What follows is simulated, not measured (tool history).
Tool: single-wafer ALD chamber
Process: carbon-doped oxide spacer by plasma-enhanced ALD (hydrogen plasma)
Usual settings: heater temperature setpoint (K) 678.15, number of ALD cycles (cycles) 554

run,hour,heater temperature setpoint (K),number of ALD cycles (cycles),"read-back reference wafer on the same gauge, thickness_nm",mean film thickness on the monitor wafer (Å)
1,0,678.15,518,25.974,261.22
2,58.6,678.15,518,25.962,258.99
3,95.4,678.15,518,25.99,261.14
4,138.4,678.15,554,26.004,279.32
5,211.8,678.15,554,25.981,279.43
6,319.1,678.15,554,25.99,277.79
# hour 406.1: gauge calibrated
7,420.2,675.15,554,26.001,281.41
8,490,675.15,554,25.983,280.49
9,537.2,678.15,554,25.981,281.36
10,625.8,678.15,554,26.031,281.32
11,721.4,678.15,554,25.98,280.63
12,799.2,678.15,554,25.979,280.98
13,873.5,678.15,554,25.988,281.14
14,978.2,678.15,554,25.987,280.77
15,1042,678.15,554,26.02,282.18
16,1149,671.15,601,26.002,305.82
17,1210.5,678.15,554,25.973,281.08
18,1317.9,678.15,554,26.033,280.18
19,1374.7,670.15,580,25.977,295.28
# hour 1418.4: thermocouple changed; heater temperature recalibrated
20,1456,670.15,580,26.011,293.84
21,1494.3,674.15,554,25.988,279.77

The next listed run, before its measurement:
22,1554.8,678.15,554,?,?

read-back reference wafer on the same gauge, thickness_nm: 26.004
mean film thickness on the monitor wafer (Å): 274.35
Without the tool's hidden state the same run would have given mean film thickness on the monitor wafer (Å) 275.12.

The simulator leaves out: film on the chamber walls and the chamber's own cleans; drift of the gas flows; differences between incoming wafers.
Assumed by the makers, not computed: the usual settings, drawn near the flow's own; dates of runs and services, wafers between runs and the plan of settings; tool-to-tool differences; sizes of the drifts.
